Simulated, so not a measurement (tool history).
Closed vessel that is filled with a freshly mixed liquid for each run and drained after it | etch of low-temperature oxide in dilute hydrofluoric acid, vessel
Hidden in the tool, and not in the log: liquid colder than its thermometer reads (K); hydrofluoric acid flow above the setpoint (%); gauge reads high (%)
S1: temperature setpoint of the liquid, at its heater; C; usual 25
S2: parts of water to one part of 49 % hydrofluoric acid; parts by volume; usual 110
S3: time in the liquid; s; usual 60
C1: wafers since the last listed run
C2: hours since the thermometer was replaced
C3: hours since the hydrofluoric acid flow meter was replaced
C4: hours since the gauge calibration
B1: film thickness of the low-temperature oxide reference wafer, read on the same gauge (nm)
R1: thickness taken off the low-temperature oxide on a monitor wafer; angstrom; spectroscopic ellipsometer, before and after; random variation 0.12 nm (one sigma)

run   hour    S1   S2  S3    C1      C2      C3     C4      B1     R1
  1      0    25  110  60     0  1804.1  1400.8  381.8  100.01  164.4
  2   29.2    25  110  60  2477  1833.3    1430    411     100  163.8
  3   56.4    25  110  60  2307  1860.5  1457.2  438.2     100  164.6
  4   79.4    25  110  70  1951  1883.5  1480.2  461.2   99.99    192
  5    115    25  110  70  3019  1919.1  1515.8  496.8  100.03  192.6
  6  145.4    25  110  70  2578  1949.5  1546.2  527.2   99.99  193.4
  7  169.9    25  110  60  2078    1974  1570.7  551.7   99.99  164.2
  8  197.7    25  110  60  2358  2001.8  1598.5  579.5     100  164.1
  9    215    25  110  60  1467  2019.1  1615.8  596.8     100  164.3
 10  236.8    25  110  85  1849  2040.9  1637.6  618.6   99.99  229.7
 11  264.3    25  110  85  2332  2068.4  1665.1  646.1     100  231.2
 12  286.6    25  110  85  1891  2090.7  1687.4  668.4   99.99  230.2
 13  299.1    25  110  40  1060  2103.2  1699.9  680.9     100  108.3
 14  319.5    25  110  40  1730  2123.6  1720.3  701.3   99.97  107.8
 15  353.9    23  150  90  2918    2158  1754.7  735.7     100  159.3
 16  389.6    25  110  60  3028  2193.7  1790.4  771.4     100  164.2
     400.4  -- thermometer replaced
       441  -- hydrofluoric acid flow meter replaced
 17  467.6  20.5  110  60  6447    67.2    26.6  849.4  100.01  146.7
       494  -- gauge calibrated
 18  499.3    25  110  60  2689    98.9    58.3    5.3     100  173.8
 19  523.5    25  145  85  2052   123.1    82.5   29.5   99.99  181.9
 20  542.1  20.5  110  85  1577   141.7   101.1   48.1  100.01  209.8
 21  571.8    25  130  35  2519   171.4   130.8   77.8   99.99   84.1

Run 22 comes next. What will it give?
 22  605.5  25  110  60  2858  205.1  164.5  111.5   ?   ?

B1: 100.03
R1: 174.8 angstrom
Without the tool's hidden state the same run would have given R1 179 angstrom.
